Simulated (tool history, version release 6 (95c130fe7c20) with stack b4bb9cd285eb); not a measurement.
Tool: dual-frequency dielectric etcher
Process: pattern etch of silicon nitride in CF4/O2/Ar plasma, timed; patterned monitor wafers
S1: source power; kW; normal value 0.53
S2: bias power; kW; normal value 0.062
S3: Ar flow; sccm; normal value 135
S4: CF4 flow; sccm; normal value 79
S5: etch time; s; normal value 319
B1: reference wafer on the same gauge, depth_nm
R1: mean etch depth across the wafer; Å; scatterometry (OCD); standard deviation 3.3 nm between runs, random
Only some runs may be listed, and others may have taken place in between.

{"run": 1, "hour": 0.0, "S1": 0.63, "S2": 0.062, "S3": 135, "S4": 79, "S5": 319, "B1": 644.2, "R1": 7817}
{"hour": 38.4, "done": "wet clean of the chamber"}
{"run": 2, "hour": 38.9, "S1": 0.64, "S2": 0.075, "S3": 135, "S4": 79, "S5": 319, "B1": 642.4, "R1": 7918}
{"run": 3, "hour": 39.3, "S1": 0.53, "S2": 0.062, "S3": 135, "S4": 79, "S5": 319, "B1": 642.4, "R1": 6369}
{"run": 4, "hour": 39.7, "S1": 0.53, "S2": 0.072, "S3": 135, "S4": 79, "S5": 319, "B1": 643.4, "R1": 6644}
{"hour": 55.5, "done": "bias power generator calibrated"}
{"run": 5, "hour": 64.7, "S1": 0.53, "S2": 0.047, "S3": 135, "S4": 79, "S5": 246.5, "B1": 643.7, "R1": 4559}
{"hour": 73.5, "done": "CF4 flow controller replaced"}
{"hour": 77.6, "done": "source power generator calibrated"}
{"run": 6, "hour": 78.1, "S1": 0.63, "S2": 0.062, "S3": 135, "S4": 65, "S5": 319, "B1": 641.8, "R1": 7239}
{"run": 7, "hour": 82.8, "S1": 0.53, "S2": 0.062, "S3": 135, "S4": 79, "S5": 319, "B1": 642.1, "R1": 6417}
{"run": 8, "hour": 89.2, "S1": 0.53, "S2": 0.062, "S3": 135, "S4": 79, "S5": 319, "B1": 642.3, "R1": 6404}
{"run": 9, "hour": 101.8, "S1": 0.53, "S2": 0.062, "S3": 101, "S4": 68, "S5": 319, "B1": 643.1, "R1": 6510}
{"run": 10, "hour": 113.4, "S1": 0.49, "S2": 0.062, "S3": 135, "S4": 97, "S5": 319, "B1": 641.6, "R1": 6201}
{"run": 11, "hour": 125.4, "S1": 0.53, "S2": 0.078, "S3": 135, "S4": 79, "S5": 284, "B1": 643.4, "R1": 6132}
{"run": 12, "hour": 136.9, "S1": 0.53, "S2": 0.07, "S3": 104, "S4": 73, "S5": 319, "B1": 643.1, "R1": 6794}
{"run": 13, "hour": 151.0, "S1": 0.53, "S2": 0.062, "S3": 135, "S4": 79, "S5": 319, "B1": 643.6, "R1": 6446}
{"run": 14, "hour": 168.2, "S1": 0.53, "S2": 0.062, "S3": 145, "S4": 84, "S5": 319, "B1": 644.6, "R1": 6434}
{"run": 15, "hour": 175.5, "S1": 0.53, "S2": 0.062, "S3": 135, "S4": 89, "S5": 319, "B1": 643.3, "R1": 6603}
{"run": 16, "hour": 184.8, "S1": 0.53, "S2": 0.062, "S3": 135, "S4": 79, "S5": 319, "B1": 642.6, "R1": 6507}
{"run": 17, "hour": 194.0, "S1": 0.44, "S2": 0.055, "S3": 148, "S4": 79, "S5": 234, "B1": 643.2, "R1": 3906}
{"run": 18, "hour": 229.7, "S1": 0.53, "S2": 0.062, "S3": 164, "S4": 71, "S5": 319, "B1": 643.2, "R1": 6260}
{"run": 19, "hour": 243.1, "S1": 0.43, "S2": 0.062, "S3": 135, "S4": 79, "S5": 319, "B1": 642.6, "R1": 5489}
{"run": 20, "hour": 252.3, "S1": 0.53, "S2": 0.062, "S3": 135, "S4": 86, "S5": 319, "B1": 643.1, "R1": 6516}
{"run": 21, "hour": 268.3, "S1": 0.45, "S2": 0.047, "S3": 135, "S4": 79, "S5": 319, "B1": 642.3, "R1": 5279}

Some steps in R1, run to run, broken into two amounts with sign: the step expected even without the hidden condition (settings, incoming material, random variation), and the rest, left for the hidden condition together with whatever gauge scatter is not in both the measured and the hidden-condition-free result:
Hidden state present: etch rate over this chamber's usual, %; source power that arrives over what is set, %; bias power that arrives over what is set, %; Ar flow that arrives over what is set, %; CF4 flow that arrives over what is set, %; gauge reads high (%).
Run 1 -> 2: S1 0.63 -> 0.64, S2 0.062 -> 0.075, wet clean of the chamber. R1 +101 Å: hidden state -408, all else +509.
Run 5 -> 6: S1 0.53 -> 0.63, S2 0.047 -> 0.062, S4 79 -> 65, S5 246.5 -> 319, CF4 flow controller replaced, source power generator calibrated. R1 +2680 Å: hidden state +3, all else +2677.
Run 16 -> 17: S1 0.53 -> 0.44, S2 0.062 -> 0.055, S3 135 -> 148, S5 319 -> 234. R1 -2601 Å: hidden state -19, all else -2582.
Run 17 -> 18: S1 0.44 -> 0.53, S2 0.055 -> 0.062, S3 148 -> 164, S4 79 -> 71, S5 234 -> 319. R1 +2354 Å: hidden state +39, all else +2315.
